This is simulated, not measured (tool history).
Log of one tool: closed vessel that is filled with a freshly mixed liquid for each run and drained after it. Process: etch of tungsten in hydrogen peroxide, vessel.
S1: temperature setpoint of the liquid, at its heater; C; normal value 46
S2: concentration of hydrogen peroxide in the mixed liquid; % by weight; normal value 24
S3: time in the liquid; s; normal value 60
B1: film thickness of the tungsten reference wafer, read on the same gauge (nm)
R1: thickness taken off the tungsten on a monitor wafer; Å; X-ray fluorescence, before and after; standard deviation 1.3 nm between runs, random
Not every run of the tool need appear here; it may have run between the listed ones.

Run 1, hour 0: usual settings; B1 49.65. Result: R1 1393.7 Å.
Run 2, hour 24.2: usual settings but S2 25.5 % by weight, S3 70 s; B1 49.62. Result: R1 1671.6 Å.
Run 3, hour 86.2: usual settings but S1 51.5 C; B1 49.48. Result: R1 1998.2 Å.
Run 4, hour 156.5: usual settings but S1 51.5 C; B1 49.24. Result: R1 1970.8 Å.
Run 5, hour 192.3: usual settings; B1 49.13. Result: R1 1405 Å.
Run 6, hour 223.6: usual settings; B1 48.99. Result: R1 1378.1 Å.
Run 7, hour 255.6: usual settings; B1 48.91. Result: R1 1395.4 Å.
Run 8, hour 320: usual settings; B1 48.64. Result: R1 1362.7 Å.
Run 9, hour 374.9: usual settings; B1 48.41. Result: R1 1371.7 Å.
At hour 387.3: gauge calibrated.
Run 10, hour 431.4: usual settings; B1 50.01. Result: R1 1412 Å.
Run 11, hour 482.9: usual settings but S2 25.5 % by weight, S3 70 s; B1 50.03. Result: R1 1707 Å.
Run 12, hour 527.3: usual settings but S3 30 s; B1 49.96. Result: R1 703.8 Å.
Run 13, hour 568.5: usual settings but S2 27 % by weight; B1 49.96. Result: R1 1495 Å.

What does the tool deliver on the next run?
At hour 598.4: new drum of peroxide connected.
At hour 607.2: thermometer replaced.
Run 14, hour 612.7: usual settings but S2 19.5 % by weight; B1 ?. Result: R1 ?.

B1: 49.9
R1: 1290.1 Å
The same run, on a tool lacking any hidden state, would have yielded R1 1292.8 Å.

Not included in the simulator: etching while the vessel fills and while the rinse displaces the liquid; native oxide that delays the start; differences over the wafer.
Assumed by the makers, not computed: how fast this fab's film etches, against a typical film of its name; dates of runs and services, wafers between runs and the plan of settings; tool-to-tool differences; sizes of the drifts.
